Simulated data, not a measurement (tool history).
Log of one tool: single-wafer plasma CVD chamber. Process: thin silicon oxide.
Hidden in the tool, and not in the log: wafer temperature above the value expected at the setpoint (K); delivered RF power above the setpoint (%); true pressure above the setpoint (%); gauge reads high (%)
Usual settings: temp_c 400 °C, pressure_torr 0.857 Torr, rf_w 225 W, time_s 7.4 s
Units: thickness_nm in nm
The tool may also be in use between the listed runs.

run	hour	temp_c	pressure_torr	rf_w	time_s	wafers since the last listed run	hours since the last thermocouple change	hours since the last RF generator calibration	hours since the last manometer calibration	hours since the showerhead was replaced	hours since the gauge calibration	read-back reference wafer on the same gauge, thickness_nm	thickness_nm
1	0	411	0.857	225	7.4	0	177.9	1083.1	975.7	2430.1	485.5	11.776	12.969
2	93.9	411	0.857	225	7.4	1984	271.8	1177	1069.6	2524	579.4	11.743	12.966
3	161.2	400	0.857	225	6.71	1422	339.1	1244.3	1136.9	2591.3	646.7	11.723	11.817
4	198.6	400	0.857	225	6.71	790	376.5	1281.7	1174.3	2628.7	684.1	11.706	11.704
5	292.1	400	0.857	225	7.4	1976	470	1375.2	1267.8	2722.2	777.6	11.698	12.914
6	343.3	400	0.857	225	7.4	1082	521.2	1426.4	1319	2773.4	828.8	11.676	12.938
7	385.7	400	0.857	225	7.4	896	563.6	1468.8	1361.4	2815.8	871.2	11.663	12.964
8	493.2	400	0.857	195	6.53	2271	671.1	1576.3	1468.9	2923.3	978.7	11.634	10.896
# hour 511.9: capacitance manometer re-zeroed and calibrated
9	548.5	400	0.857	195	6.53	999	726.4	1631.6	36.6	2978.6	1034	11.615	10.902
# hour 620.7: showerhead replaced
10	643.9	400	0.919	225	7.4	1847	821.8	1727	132	23.2	1129.4	11.597	13.224
11	683.6	400	0.857	225	7.4	839	861.5	1766.7	171.7	62.9	1169.1	11.58	12.934
12	753.6	400	0.66	200	7.4	1479	931.5	1836.7	241.7	132.9	1239.1	11.555	10.842
13	848.3	400	0.857	270	6.9	2001	1026.2	1931.4	336.4	227.6	1333.8	11.532	12.689
14	892.8	400	1.013	260	7.4	940	1070.7	1975.9	380.9	272.1	1378.3	11.521	14.724
15	982.4	400	0.665	260	7.4	1893	1160.3	2065.5	470.5	361.7	1467.9	11.506	11.996

The next listed run, before its measurement:
# hour 1017.5: gauge calibrated
# hour 1023.5: RF generator calibrated
16	1053	400	0.857	255	7.86	1323	1230.9	29.5	541.1	432.3	35.5	?	?

read-back reference wafer on the same gauge, thickness_nm: 11.905
thickness_nm: 14.67 nm
Without the tool's hidden state the same run would have given thickness_nm 14.657 nm.
